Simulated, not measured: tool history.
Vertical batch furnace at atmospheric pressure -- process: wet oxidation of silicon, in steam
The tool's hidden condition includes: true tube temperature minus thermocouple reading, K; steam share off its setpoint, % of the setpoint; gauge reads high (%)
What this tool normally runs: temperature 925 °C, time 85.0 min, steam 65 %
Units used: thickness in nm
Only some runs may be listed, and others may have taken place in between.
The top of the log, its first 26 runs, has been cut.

| run | hour | temperature | time | steam | wafers since the last listed run | hours since the last temperature calibration | hours since the steam generator was serviced | hours since the gauge calibration | read-back reference wafer on the same gauge, thickness | thickness |
|---|---|---|---|---|---|---|---|---|---|---|
| 27 | 737.9 | 937 | 101.0 | 70 | 211 | 380.5 | 3452.7 | 238.7 | 194.78 | 247.14 |
|  | 788.1 | steam generator serviced |
| 28 | 788.6 | 934 | 104.0 | 60 | 238 | 431.2 | 0.5 | 289.4 | 194.99 | 229.90 |
| 29 | 793.5 | 909 | 85.0 | 54 | 43 | 436.1 | 5.4 | 294.3 | 194.96 | 133.82 |
| 30 | 818.3 | 916 | 121.0 | 65 | 221 | 460.9 | 30.2 | 319.1 | 194.96 | 234.16 |
| 31 | 853.5 | 925 | 85.0 | 76 | 314 | 496.1 | 65.4 | 354.3 | 195.02 | 215.35 |
| 32 | 887.6 | 908 | 85.0 | 65 | 304 | 530.2 | 99.5 | 388.4 | 195.12 | 155.50 |
| 33 | 900.1 | 918 | 119.0 | 60 | 111 | 542.7 | 112.0 | 400.9 | 195.04 | 218.46 |
| 34 | 916.0 | 925 | 74.0 | 65 | 142 | 558.6 | 127.9 | 416.8 | 195.21 | 168.57 |
| 35 | 999.1 | 942 | 104.0 | 77 | 743 | 641.7 | 211.0 | 499.9 | 195.16 | 304.47 |

What will run 36 give?
| 36 | 1024.0 | 925 | 85.0 | 65 | 222 | 666.6 | 235.9 | 524.8 | ? | ? |

{"run 36": {"read-back reference wafer on the same gauge, thickness": 195.05, "thickness": 189.22}}
With the hidden condition absent and the run-to-run variation left alone, this run would have shown thickness 192.98 nm.
